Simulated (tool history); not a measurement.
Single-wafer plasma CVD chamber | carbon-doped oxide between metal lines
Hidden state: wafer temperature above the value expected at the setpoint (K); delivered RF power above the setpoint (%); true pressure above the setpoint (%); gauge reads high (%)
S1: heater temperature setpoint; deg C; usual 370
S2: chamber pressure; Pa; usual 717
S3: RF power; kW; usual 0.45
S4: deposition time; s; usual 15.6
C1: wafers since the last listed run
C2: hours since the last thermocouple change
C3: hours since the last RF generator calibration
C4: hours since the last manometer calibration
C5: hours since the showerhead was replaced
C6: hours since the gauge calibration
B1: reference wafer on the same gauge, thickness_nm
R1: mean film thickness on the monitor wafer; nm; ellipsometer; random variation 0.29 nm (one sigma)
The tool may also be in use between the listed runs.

run 1 hour=0 | S1=370 S2=717 S3=0.495 S4=15.6 | C1=0 C2=1456.6 C3=271.1 C4=1085.5 C5=6000.5 C6=1622.4 | B1=91.594 | R1=82.935
run 2 hour=79.4 | S1=370 S2=717 S3=0.495 S4=15.6 | C1=3036 C2=1536 C3=350.5 C4=1164.9 C5=6079.9 C6=1701.8 | B1=91.575 | R1=82.278
run 3 hour=177.1 | S1=370 S2=717 S3=0.495 S4=15.6 | C1=3735 C2=1633.7 C3=448.2 C4=1262.6 C5=6177.6 C6=1799.5 | B1=91.62 | R1=82.459
run 4 hour=228.1 | S1=370 S2=655 S3=0.45 S4=14.1 | C1=1950 C2=1684.7 C3=499.2 C4=1313.6 C5=6228.6 C6=1850.5 | B1=91.59 | R1=67.598
-- hour=277 capacitance manometer re-zeroed and calibrated
run 5 hour=307.8 | S1=375 S2=717 S3=0.505 S4=12.6 | C1=2741 C2=1764.4 C3=578.9 C4=30.8 C5=6308.3 C6=1930.2 | B1=91.652 | R1=66.927
run 6 hour=351 | S1=359 S2=619 S3=0.485 S4=17.7 | C1=1651 C2=1807.6 C3=622.1 C4=74 C5=6351.5 C6=1973.4 | B1=91.607 | R1=91.238
run 7 hour=409.2 | S1=370 S2=717 S3=0.45 S4=15.6 | C1=2225 C2=1865.8 C3=680.3 C4=132.2 C5=6409.7 C6=2031.6 | B1=91.601 | R1=75.197
run 8 hour=486.1 | S1=370 S2=717 S3=0.51 S4=15.6 | C1=2940 C2=1942.7 C3=757.2 C4=209.1 C5=6486.6 C6=2108.5 | B1=91.648 | R1=83.781
run 9 hour=576.5 | S1=364 S2=864 S3=0.385 S4=16.9 | C1=3456 C2=2033.1 C3=847.6 C4=299.5 C5=6577 C6=2198.9 | B1=91.578 | R1=72.616
run 10 hour=653.8 | S1=359 S2=619 S3=0.485 S4=17.7 | C1=2955 C2=2110.4 C3=924.9 C4=376.8 C5=6654.3 C6=2276.2 | B1=91.64 | R1=91.744
run 11 hour=750.3 | S1=370 S2=717 S3=0.45 S4=15.6 | C1=3689 C2=2206.9 C3=1021.4 C4=473.3 C5=6750.8 C6=2372.7 | B1=91.607 | R1=75.319
run 12 hour=815 | S1=383 S2=717 S3=0.51 S4=15.6 | C1=2473 C2=2271.6 C3=1086.1 C4=538 C5=6815.5 C6=2437.4 | B1=91.63 | R1=80.571
run 13 hour=861.3 | S1=370 S2=873 S3=0.45 S4=15.6 | C1=1770 C2=2317.9 C3=1132.4 C4=584.3 C5=6861.8 C6=2483.7 | B1=91.581 | R1=76.901
-- hour=892.6 RF generator calibrated
run 14 hour=911.4 | S1=370 S2=892 S3=0.495 S4=17.2 | C1=1609 C2=2368 C3=18.8 C4=634.4 C5=6911.9 C6=2533.8 | B1=91.671 | R1=93.268
run 15 hour=973.5 | S1=370 S2=717 S3=0.45 S4=15.6 | C1=2374 C2=2430.1 C3=80.9 C4=696.5 C5=6974 C6=2595.9 | B1=91.582 | R1=76.148
run 16 hour=1069.5 | S1=370 S2=584 S3=0.42 S4=16.4 | C1=3670 C2=2526.1 C3=176.9 C4=792.5 C5=7070 C6=2691.9 | B1=91.598 | R1=72.858
run 17 hour=1108.9 | S1=370 S2=717 S3=0.385 S4=15.6 | C1=1506 C2=2565.5 C3=216.3 C4=831.9 C5=7109.4 C6=2731.3 | B1=91.557 | R1=65.983
-- hour=1189.3 thermocouple changed; heater temperature recalibrated
run 18 hour=1190 | S1=370 S2=717 S3=0.45 S4=15.6 | C1=2795 C2=0.7 C3=297.4 C4=913 C5=7190.5 C6=2812.4 | B1=91.631 | R1=76.063
run 19 hour=1231.1 | S1=370 S2=781 S3=0.45 S4=15.6 | C1=1571 C2=41.8 C3=338.5 C4=954.1 C5=7231.6 C6=2853.5 | B1=91.588 | R1=76.599
-- hour=1256.9 gauge calibrated
run 20 hour=1332 | S1=370 S2=776 S3=0.395 S4=13.1 | C1=3858 C2=142.7 C3=439.4 C4=1055 C5=7332.5 C6=75.1 | B1=91.609 | R1=56.911
run 21 hour=1414.6 | S1=364 S2=717 S3=0.45 S4=16.9 | C1=3158 C2=225.3 C3=522 C4=1137.6 C5=7415.1 C6=157.7 | B1=91.528 | R1=82.397
run 22 hour=1491.6 | S1=370 S2=891 S3=0.475 S4=17.6 | C1=2944 C2=302.3 C3=599 C4=1214.6 C5=7492.1 C6=234.7 | B1=91.592 | R1=90.764
-- hour=1552.3 showerhead replaced
run 23 hour=1596.4 | S1=377 S2=620 S3=0.52 S4=15.6 | C1=3701 C2=407.1 C3=703.8 C4=1319.4 C5=44.1 C6=339.5 | B1=91.652 | R1=81.331
run 24 hour=1687.9 | S1=370 S2=717 S3=0.45 S4=15.6 | C1=3498 C2=498.6 C3=795.3 C4=1410.9 C5=135.6 C6=431 | B1=91.628 | R1=75.275
-- hour=1932.4 capacitance manometer re-zeroed and calibrated
run 25 hour=2006.3 | S1=376 S2=717 S3=0.49 S4=18.3 | C1=11868 C2=817 C3=1113.7 C4=73.9 C5=454 C6=749.4 | B1=91.554 | R1=92.732
-- hour=2080.5 RF generator calibrated
run 26 hour=2083.3 | S1=370 S2=717 S3=0.525 S4=15.6 | C1=2638 C2=894 C3=2.8 C4=150.9 C5=531 C6=826.4 | B1=91.576 | R1=87.108
run 27 hour=2175.1 | S1=370 S2=717 S3=0.375 S4=15.6 | C1=3510 C2=985.8 C3=94.6 C4=242.7 C5=622.8 C6=918.2 | B1=91.548 | R1=64.335
run 28 hour=2271.7 | S1=370 S2=592 S3=0.45 S4=16.8 | C1=3693 C2=1082.4 C3=191.2 C4=339.3 C5=719.4 C6=1014.8 | B1=91.598 | R1=80.501
run 29 hour=2357.4 | S1=362 S2=549 S3=0.42 S4=17.7 | C1=3276 C2=1168.1 C3=276.9 C4=425 C5=805.1 C6=1100.5 | B1=91.624 | R1=79.861

3 ways to go on from here, each from the tool as it stands after run 29. What would each give?
run A hour=2357.8 | S1=370 S2=717 S3=0.45 S4=15.6 | C1=15 C2=1168.5 C3=277.3 C4=425.4 C5=805.5 C6=1100.9 | B1=? | R1=?
run B hour=2357.8 | S1=370 S2=583 S3=0.505 S4=15.6 | C1=15 C2=1168.5 C3=277.3 C4=425.4 C5=805.5 C6=1100.9 | B1=? | R1=?
run C hour=2357.8 | S1=356 S2=717 S3=0.485 S4=15.6 | C1=15 C2=1168.5 C3=277.3 C4=425.4 C5=805.5 C6=1100.9 | B1=? | R1=?

run=A B1=91.651 R1=76.435
run=B B1=91.651 R1=81.478
run=C B1=91.651 R1=84.106
Without the tool's hidden state the same runs would have given:
run=A R1=77.847
run=B R1=82.753
run=C R1=85.448
